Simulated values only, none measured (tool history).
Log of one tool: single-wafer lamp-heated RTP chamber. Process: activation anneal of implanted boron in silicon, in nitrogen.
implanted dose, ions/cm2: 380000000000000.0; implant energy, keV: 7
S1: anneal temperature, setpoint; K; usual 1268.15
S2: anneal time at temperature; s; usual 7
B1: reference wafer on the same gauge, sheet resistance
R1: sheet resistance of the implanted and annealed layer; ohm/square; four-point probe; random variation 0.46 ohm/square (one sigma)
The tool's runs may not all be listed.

run	day	S1	S2	B1	R1
1	0	1268.15	7	233.93	271.18
2	0.425	1268.15	7	234.06	269.77
# day 0.717: gauge calibrated
3	0.95	1268.15	7	233.94	269.56
4	1.671	1268.15	7	234	270.8
5	2.162	1268.15	7	233.96	270.64
6	2.842	1261.15	7	233.96	271.81
7	3.312	1261.15	7	234	271.11
8	3.667	1268.15	4	234.05	270.21
9	4.046	1268.15	4	233.99	270.69
10	4.7	1268.15	4	234	270.85
11	5.308	1274.15	7	233.96	268.42
12	5.667	1268.15	7	234.04	269.83
13	6.004	1268.15	7	233.96	269.49
# day 6.621: pyrometer window cleaned and pyrometer calibrated
14	6.642	1268.15	7	234.02	272.1
15	7.092	1268.15	7	234.05	271.63
16	7.671	1268.15	7	233.99	271.97
17	7.975	1268.15	7	234	271.37
18	8.408	1268.15	7	234.02	271.2
19	8.796	1248.15	10	234.05	279.45
20	9.512	1246.15	10	233.95	280.6
# day 9.846: reflector plate cleaned
21	11	1291.15	9	234.01	267.85
22	11.442	1284.15	5	234.12	268.42
23	12.058	1240.15	8	233.97	285.79
# day 12.796: gauge calibrated
24	13.642	1276.15	4	234.05	270.12
25	14.112	1268.15	5	234.06	272.23
26	14.825	1292.15	10	233.96	267.75
27	15.079	1243.15	5	233.89	283.04
28	15.508	1290.15	6	233.92	268.38
29	16.117	1291.15	9	234.01	268.61
30	17.071	1242.15	11	234.02	280.07
31	17.721	1280.15	9	234.07	268.27
32	18.242	1268.15	7	234	270.39

The same runs without the tool's hidden state, with the same run-to-run variation:
The hidden state here: true wafer temperature minus pyrometer reading, K; wafer temperature error from the tarnished reflector plate, K; gauge reads high (%).
run	R1
1	273.5
2	272.12
3	271.96
4	273.28
5	273.16
6	275.56
7	274.92
8	273.09
9	273.61
10	273.84
11	270.37
12	272.68
13	272.36
14	272.84
15	272.44
16	272.86
17	272.3
18	272.19
19	282.22
20	283.97
21	268.16
22	268.96
23	291.92
24	271.27
25	274.08
26	268.15
27	289.97
28	268.84
29	269.06
30	287.49
31	269.27
32	272.62

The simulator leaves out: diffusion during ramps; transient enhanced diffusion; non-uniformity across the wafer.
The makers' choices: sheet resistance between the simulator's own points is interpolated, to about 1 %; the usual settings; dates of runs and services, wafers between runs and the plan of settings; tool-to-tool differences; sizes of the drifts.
